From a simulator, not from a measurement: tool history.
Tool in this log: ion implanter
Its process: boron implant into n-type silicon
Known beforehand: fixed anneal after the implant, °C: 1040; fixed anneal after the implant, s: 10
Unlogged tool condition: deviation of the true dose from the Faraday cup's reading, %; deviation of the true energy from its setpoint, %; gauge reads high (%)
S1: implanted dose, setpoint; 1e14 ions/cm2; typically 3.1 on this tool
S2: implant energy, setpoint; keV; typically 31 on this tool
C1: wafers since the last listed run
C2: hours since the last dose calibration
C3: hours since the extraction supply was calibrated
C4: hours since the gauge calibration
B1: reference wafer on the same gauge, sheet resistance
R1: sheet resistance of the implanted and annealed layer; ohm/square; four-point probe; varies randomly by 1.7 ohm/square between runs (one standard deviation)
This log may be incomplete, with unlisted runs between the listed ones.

| run | hour | S1 | S2 | C1 | C2 | C3 | C4 | B1 | R1 |
|---|---|---|---|---|---|---|---|---|---|
| 1 | 0 | 3.1 | 31 | 0 | 51.7 | 2760.7 | 136.4 | 270.45 | 315.69 |
| 2 | 20.8 | 3.1 | 31 | 542 | 72.5 | 2781.5 | 157.2 | 270.38 | 314.32 |
| 3 | 50 | 3.1 | 27.5 | 761 | 101.7 | 2810.7 | 186.4 | 270.22 | 320.99 |
| 4 | 85.8 | 3.1 | 27.5 | 933 | 137.5 | 2846.5 | 222.2 | 269.38 | 318.35 |
| 5 | 118.2 | 3.1 | 31 | 845 | 169.9 | 2878.9 | 254.6 | 270.19 | 315.6 |
| 6 | 154 | 3.1 | 31 | 933 | 205.7 | 2914.7 | 290.4 | 270.07 | 314.26 |
| 7 | 185.8 | 3.1 | 31 | 829 | 237.5 | 2946.5 | 322.2 | 270.14 | 311.61 |
| 8 | 212.2 | 3.1 | 31 | 688 | 263.9 | 2972.9 | 348.6 | 269.96 | 312.76 |
| 9 | 244.8 | 3.1 | 31 | 850 | 296.5 | 3005.5 | 381.2 | 269.21 | 310.1 |
| 10 | 272.9 | 3.1 | 31 | 733 | 324.6 | 3033.6 | 409.3 | 269.85 | 310.85 |
| 11 | 296.5 | 3.69 | 31 | 615 | 348.2 | 3057.2 | 432.9 | 269.76 | 267.28 |
| 12 | 309.8 | 3.69 | 31 | 346 | 361.5 | 3070.5 | 446.2 | 270.31 | 269.83 |
| 13 | 321.8 | 3.69 | 31 | 313 | 373.5 | 3082.5 | 458.2 | 270.14 | 268.14 |
|  | 354.7 | extraction supply calibrated |
| 14 | 355.2 | 3.1 | 31 | 662 | 406.9 | 0.5 | 491.6 | 270.16 | 307.49 |
| 15 | 368.9 | 3.1 | 31 | 357 | 420.6 | 14.2 | 505.3 | 270.16 | 307.15 |
| 16 | 403.6 | 3.1 | 31 | 905 | 455.3 | 48.9 | 540 | 270.27 | 309.1 |
| 17 | 435.6 | 3.1 | 31 | 834 | 487.3 | 80.9 | 572 | 269.98 | 306.75 |
|  | 475.9 | Faraday cup replaced and dose calibrated |
| 18 | 476.4 | 3.1 | 31 | 855 | 0.5 | 121.7 | 612.8 | 270.04 | 315.28 |
| 19 | 484.5 | 2.78 | 27 | 211 | 8.6 | 129.8 | 620.9 | 270.23 | 352.87 |
| 20 | 552.5 | 2.45 | 37 | 1773 | 76.6 | 197.8 | 688.9 | 269.59 | 376.64 |
| 21 | 592.7 | 3.1 | 34.5 | 1048 | 116.8 | 238 | 729.1 | 269.21 | 314.1 |
| 22 | 613.8 | 2.41 | 36 | 550 | 137.9 | 259.1 | 750.2 | 270.2 | 378.59 |
| 23 | 643.7 | 3.67 | 35.5 | 779 | 167.8 | 289 | 780.1 | 270.54 | 269.72 |
| 24 | 667.1 | 2.29 | 31 | 610 | 191.2 | 312.4 | 803.5 | 270.16 | 398.6 |
|  | 669.8 | gauge calibrated |
| 25 | 701.9 | 2.64 | 24.5 | 907 | 226 | 347.2 | 32.1 | 270.55 | 366.24 |
| 26 | 726.3 | 2.46 | 24.5 | 636 | 250.4 | 371.6 | 56.5 | 269.51 | 388.36 |
| 27 | 764.4 | 2.35 | 28.5 | 993 | 288.5 | 409.7 | 94.6 | 270.16 | 395.64 |
| 28 | 778.6 | 3.1 | 31 | 370 | 302.7 | 423.9 | 108.8 | 269.98 | 310.86 |
| 29 | 802.9 | 3.49 | 22 | 633 | 327 | 448.2 | 133.1 | 270.04 | 292.67 |
| 30 | 833.6 | 3.1 | 24.5 | 800 | 357.7 | 478.9 | 163.8 | 269.72 | 318.16 |
| 31 | 848.5 | 2.29 | 23.5 | 388 | 372.6 | 493.8 | 178.7 | 269.95 | 404.88 |
| 32 | 881.9 | 3.1 | 31 | 871 | 406 | 527.2 | 212.1 | 269.93 | 307.7 |
| 33 | 902.4 | 3.1 | 31 | 534 | 426.5 | 547.7 | 232.6 | 270.27 | 305.19 |
| 34 | 915.7 | 2.79 | 24 | 346 | 439.8 | 561 | 245.9 | 270.78 | 347.22 |
| 35 | 932.8 | 3.34 | 27 | 446 | 456.9 | 578.1 | 263 | 270.69 | 294.95 |

Take each entry between the runs: how does the hidden state at the last listed run before it differ from the hidden state at the first listed run after it?
Run 13 -> run 14: extraction supply calibrated (hour 354.7)
  deviation of the true dose from the Faraday cup's reading, %: 2.8 -> 3.07
  measured value less the no-hidden-state value, R1: -6.12 -> -7.62 ohm/square
Run 17 -> run 18: Faraday cup replaced and dose calibrated (hour 475.9)
  deviation of the true dose from the Faraday cup's reading, %: 3.72 -> -0.425
  measured value less the no-hidden-state value, R1: -9.21 -> +1.08 ohm/square
Run 24 -> run 25: gauge calibrated (hour 669.8)
  deviation of the true dose from the Faraday cup's reading, %: 1.11 -> 1.39
  measured value less the no-hidden-state value, R1: -3.52 -> -4.13 ohm/square
